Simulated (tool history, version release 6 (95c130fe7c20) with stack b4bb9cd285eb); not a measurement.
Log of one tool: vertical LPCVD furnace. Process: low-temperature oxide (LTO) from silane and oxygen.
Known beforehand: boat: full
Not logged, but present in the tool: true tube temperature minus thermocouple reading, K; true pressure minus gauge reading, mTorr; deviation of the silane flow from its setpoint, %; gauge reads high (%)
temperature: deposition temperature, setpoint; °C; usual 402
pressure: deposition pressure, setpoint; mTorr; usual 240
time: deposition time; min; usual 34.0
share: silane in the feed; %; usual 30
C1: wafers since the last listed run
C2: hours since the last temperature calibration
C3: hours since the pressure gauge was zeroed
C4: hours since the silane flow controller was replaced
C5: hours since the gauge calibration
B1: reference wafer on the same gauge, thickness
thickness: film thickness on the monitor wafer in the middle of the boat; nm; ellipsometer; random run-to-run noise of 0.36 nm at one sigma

run 1 hour=0.0 | temperature=402 pressure=240 time=24.5 share=30 | C1=0 C2=2932.0 C3=4526.3 C4=5685.5 C5=251.3 | B1=221.93 | thickness=161.90
run 2 hour=16.7 | temperature=402 pressure=215 time=34.0 share=26 | C1=202 C2=2948.7 C3=4543.0 C4=5702.2 C5=268.0 | B1=222.07 | thickness=160.89
run 3 hour=25.5 | temperature=402 pressure=215 time=34.0 share=26 | C1=106 C2=2957.5 C3=4551.8 C4=5711.0 C5=276.8 | B1=222.13 | thickness=160.41
run 4 hour=36.0 | temperature=402 pressure=215 time=34.0 share=26 | C1=127 C2=2968.0 C3=4562.3 C4=5721.5 C5=287.3 | B1=222.00 | thickness=160.81
-- hour=47.7 gauge calibrated
run 5 hour=51.0 | temperature=402 pressure=240 time=42.0 share=30 | C1=182 C2=2983.0 C3=4577.3 C4=5736.5 C5=3.3 | B1=221.86 | thickness=277.12
run 6 hour=59.7 | temperature=402 pressure=240 time=42.0 share=30 | C1=105 C2=2991.7 C3=4586.0 C4=5745.2 C5=12.0 | B1=222.04 | thickness=277.41
run 7 hour=75.1 | temperature=402 pressure=240 time=34.0 share=30 | C1=187 C2=3007.1 C3=4601.4 C4=5760.6 C5=27.4 | B1=221.97 | thickness=223.78
run 8 hour=81.4 | temperature=402 pressure=240 time=34.0 share=30 | C1=76 C2=3013.4 C3=4607.7 C4=5766.9 C5=33.7 | B1=222.03 | thickness=223.90
run 9 hour=98.3 | temperature=408 pressure=240 time=28.5 share=33 | C1=205 C2=3030.3 C3=4624.6 C4=5783.8 C5=50.6 | B1=222.22 | thickness=229.67
run 10 hour=110.4 | temperature=411 pressure=260 time=34.0 share=27 | C1=146 C2=3042.4 C3=4636.7 C4=5795.9 C5=62.7 | B1=221.99 | thickness=232.43
run 11 hour=116.7 | temperature=391 pressure=270 time=46.0 share=30 | C1=76 C2=3048.7 C3=4643.0 C4=5802.2 C5=69.0 | B1=221.83 | thickness=299.57
run 12 hour=129.7 | temperature=402 pressure=225 time=34.0 share=30 | C1=157 C2=3061.7 C3=4656.0 C4=5815.2 C5=82.0 | B1=221.88 | thickness=208.86
run 13 hour=138.8 | temperature=402 pressure=225 time=34.0 share=30 | C1=110 C2=3070.8 C3=4665.1 C4=5824.3 C5=91.1 | B1=221.94 | thickness=209.49
run 14 hour=154.1 | temperature=402 pressure=240 time=22.0 share=26 | C1=185 C2=3086.1 C3=4680.4 C4=5839.6 C5=106.4 | B1=221.94 | thickness=116.68
run 15 hour=171.0 | temperature=402 pressure=285 time=34.0 share=30 | C1=205 C2=3103.0 C3=4697.3 C4=5856.5 C5=123.3 | B1=222.00 | thickness=268.10
run 16 hour=181.4 | temperature=408 pressure=195 time=34.0 share=30 | C1=126 C2=3113.4 C3=4707.7 C4=5866.9 C5=133.7 | B1=222.09 | thickness=191.89
run 17 hour=198.2 | temperature=402 pressure=240 time=22.0 share=30 | C1=204 C2=3130.2 C3=4724.5 C4=5883.7 C5=150.5 | B1=221.91 | thickness=145.09
run 18 hour=214.3 | temperature=409 pressure=270 time=21.5 share=26 | C1=195 C2=3146.3 C3=4740.6 C4=5899.8 C5=166.6 | B1=222.08 | thickness=140.43
run 19 hour=231.3 | temperature=402 pressure=215 time=34.0 share=26 | C1=206 C2=3163.3 C3=4757.6 C4=5916.8 C5=183.6 | B1=222.10 | thickness=160.54
-- hour=255.3 silane flow controller replaced
-- hour=269.4 pressure gauge zeroed
-- hour=290.2 thermocouples replaced and temperature profile calibrated
run 20 hour=290.7 | temperature=402 pressure=225 time=34.0 share=30 | C1=6 C2=0.5 C3=21.3 C4=35.4 C5=243.0 | B1=222.00 | thickness=221.83
run 21 hour=294.4 | temperature=412 pressure=190 time=22.0 share=26 | C1=44 C2=4.2 C3=25.0 C4=39.1 C5=246.7 | B1=222.09 | thickness=110.31
run 22 hour=298.1 | temperature=394 pressure=300 time=45.5 share=30 | C1=44 C2=7.9 C3=28.7 C4=42.8 C5=250.4 | B1=221.78 | thickness=359.43
run 23 hour=301.8 | temperature=396 pressure=225 time=21.0 share=28 | C1=44 C2=11.6 C3=32.4 C4=46.5 C5=254.1 | B1=221.91 | thickness=115.17
run 24 hour=305.5 | temperature=402 pressure=240 time=42.0 share=30 | C1=44 C2=15.3 C3=36.1 C4=50.2 C5=257.8 | B1=221.98 | thickness=292.20
run 25 hour=309.2 | temperature=402 pressure=240 time=34.0 share=27 | C1=44 C2=19.0 C3=39.8 C4=53.9 C5=261.5 | B1=221.87 | thickness=201.78
run 26 hour=314.2 | temperature=414 pressure=185 time=34.0 share=30 | C1=60 C2=24.0 C3=44.8 C4=58.9 C5=266.5 | B1=222.17 | thickness=209.51
run 27 hour=331.5 | temperature=413 pressure=205 time=46.0 share=33 | C1=210 C2=41.3 C3=62.1 C4=76.2 C5=283.8 | B1=222.00 | thickness=356.01
run 28 hour=338.0 | temperature=402 pressure=240 time=47.0 share=30 | C1=78 C2=47.8 C3=68.6 C4=82.7 C5=290.3 | B1=221.94 | thickness=328.06
run 29 hour=352.3 | temperature=402 pressure=200 time=34.0 share=35 | C1=173 C2=62.1 C3=82.9 C4=97.0 C5=304.6 | B1=221.95 | thickness=245.20
-- hour=368.5 gauge calibrated
run 30 hour=402.5 | temperature=402 pressure=260 time=34.0 share=26 | C1=609 C2=112.3 C3=133.1 C4=147.2 C5=34.0 | B1=221.91 | thickness=206.79
run 31 hour=409.1 | temperature=396 pressure=240 time=29.5 share=33 | C1=80 C2=118.9 C3=139.7 C4=153.8 C5=40.6 | B1=221.89 | thickness=218.98

Forecast each of these 4 alternatives for the next run:
run A hour=412.9 | temperature=402 pressure=240 time=34.0 share=30 | C1=46 C2=122.7 C3=143.5 C4=157.6 C5=44.4 | B1=? | thickness=?
run B hour=412.9 | temperature=413 pressure=240 time=34.0 share=35 | C1=46 C2=122.7 C3=143.5 C4=157.6 C5=44.4 | B1=? | thickness=?
run C hour=412.9 | temperature=402 pressure=240 time=30.5 share=30 | C1=46 C2=122.7 C3=143.5 C4=157.6 C5=44.4 | B1=? | thickness=?
run D hour=412.9 | temperature=402 pressure=240 time=46.5 share=30 | C1=46 C2=122.7 C3=143.5 C4=157.6 C5=44.4 | B1=? | thickness=?

run=A B1=221.76 thickness=236.97
run=B B1=221.76 thickness=332.16
run=C B1=221.76 thickness=212.57
run=D B1=221.76 thickness=324.09
Take away the tool's hidden state, keep each run's random variation, and the runs would have read:
run=A thickness=236.80
run=B thickness=331.92
run=C thickness=212.42
run=D thickness=323.86

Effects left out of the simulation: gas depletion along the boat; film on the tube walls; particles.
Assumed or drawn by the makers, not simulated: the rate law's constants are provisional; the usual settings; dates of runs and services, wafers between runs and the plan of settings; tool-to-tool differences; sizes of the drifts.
